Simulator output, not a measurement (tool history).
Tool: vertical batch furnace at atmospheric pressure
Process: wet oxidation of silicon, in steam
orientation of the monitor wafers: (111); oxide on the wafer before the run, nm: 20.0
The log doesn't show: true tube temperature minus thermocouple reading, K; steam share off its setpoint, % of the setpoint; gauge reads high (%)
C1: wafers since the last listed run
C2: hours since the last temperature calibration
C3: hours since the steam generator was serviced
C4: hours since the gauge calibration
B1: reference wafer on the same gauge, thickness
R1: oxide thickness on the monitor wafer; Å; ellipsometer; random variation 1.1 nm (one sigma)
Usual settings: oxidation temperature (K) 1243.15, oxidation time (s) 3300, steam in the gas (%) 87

Run 1, hour 0: usual settings; C1 0; C2 2322.1; C3 1390.5; C4 759.5; B1 309.39. Result: R1 3609.9 Å.
Run 2, hour 90.9: usual settings; C1 1653; C2 2413; C3 1481.4; C4 850.4; B1 309.27. Result: R1 3615.6 Å.
Run 3, hour 127.4: usual settings; C1 663; C2 2449.5; C3 1517.9; C4 886.9; B1 309.21. Result: R1 3633.2 Å.
Run 4, hour 211.2: usual settings; C1 1524; C2 2533.3; C3 1601.7; C4 970.7; B1 309.29. Result: R1 3660.1 Å.
Run 5, hour 255.8: usual settings but steam in the gas (%) 95; C1 811; C2 2577.9; C3 1646.3; C4 1015.3; B1 308.9. Result: R1 3858.6 Å.
Run 6, hour 319.5: usual settings but steam in the gas (%) 95; C1 1158; C2 2641.6; C3 1710; C4 1079; B1 308.7. Result: R1 3864.5 Å.
Run 7, hour 420.7: usual settings but steam in the gas (%) 95; C1 1840; C2 2742.8; C3 1811.2; C4 1180.2; B1 309.37. Result: R1 3890.2 Å.
At hour 435.2: gauge calibrated.
Run 8, hour 460.7: usual settings but oxidation temperature (K) 1258.15; C1 727; C2 2782.8; C3 1851.2; C4 25.5; B1 309.19. Result: R1 4027.6 Å.
Run 9, hour 534.9: usual settings but oxidation temperature (K) 1258.15; C1 1349; C2 2857; C3 1925.4; C4 99.7; B1 309.16. Result: R1 4031.9 Å.
At hour 586.6: thermocouples replaced and temperature profile calibrated.
Run 10, hour 641.6: usual settings but oxidation temperature (K) 1230.15, oxidation time (s) 2520, steam in the gas (%) 97; C1 1504; C2 55; C3 2032.1; C4 206.4; B1 309.17. Result: R1 2914.6 Å.
Run 11, hour 711.3: usual settings but steam in the gas (%) 95; C1 1267; C2 124.7; C3 2101.8; C4 276.1; B1 309.21. Result: R1 3782.1 Å.
Run 12, hour 816.8: usual settings but oxidation time (s) 3780, steam in the gas (%) 96; C1 1918; C2 230.2; C3 2207.3; C4 381.6; B1 308.97. Result: R1 4127.2 Å.
Run 13, hour 878.5: usual settings but oxidation temperature (K) 1258.15, oxidation time (s) 1710; C1 1122; C2 291.9; C3 2269; C4 443.3; B1 309.06. Result: R1 2566.6 Å.
At hour 978.5: steam generator serviced.
Run 14, hour 979: usual settings but oxidation temperature (K) 1219.15, oxidation time (s) 3900, steam in the gas (%) 82; C1 1391; C2 392.4; C3 0.5; C4 543.8; B1 308.92. Result: R1 3224.5 Å.
Run 15, hour 1043: usual settings but oxidation temperature (K) 1256.15, oxidation time (s) 2220; C1 1164; C2 456.4; C3 64.5; C4 607.8; B1 309.15. Result: R1 3007.6 Å.
Run 16, hour 1104.4: usual settings but oxidation time (s) 2430, steam in the gas (%) 82; C1 1116; C2 517.8; C3 125.9; C4 669.2; B1 309.15. Result: R1 2809.6 Å.
Run 17, hour 1194.1: usual settings; C1 1631; C2 607.5; C3 215.6; C4 758.9; B1 308.75. Result: R1 3585.5 Å.
Run 18, hour 1284.4: usual settings but oxidation temperature (K) 1234.15, oxidation time (s) 3900, steam in the gas (%) 91; C1 1642; C2 697.8; C3 305.9; C4 849.2; B1 308.92. Result: R1 3862.6 Å.

The same runs without the tool's hidden state, with the same run-to-run variation:
run      R1
  1  3522.7
  2  3521.8
  3  3536.3
  4  3556.2
  5  3747.6
  6  3748.2
  7  3764.6
  8  3903.2
  9  3901.1
 10  2891.3
 11  3755.2
 12  4098.2
 13  2546.4
 14  3196.6
 15  2983.3
 16  2784.4
 17  3554.1
 18  3826.6

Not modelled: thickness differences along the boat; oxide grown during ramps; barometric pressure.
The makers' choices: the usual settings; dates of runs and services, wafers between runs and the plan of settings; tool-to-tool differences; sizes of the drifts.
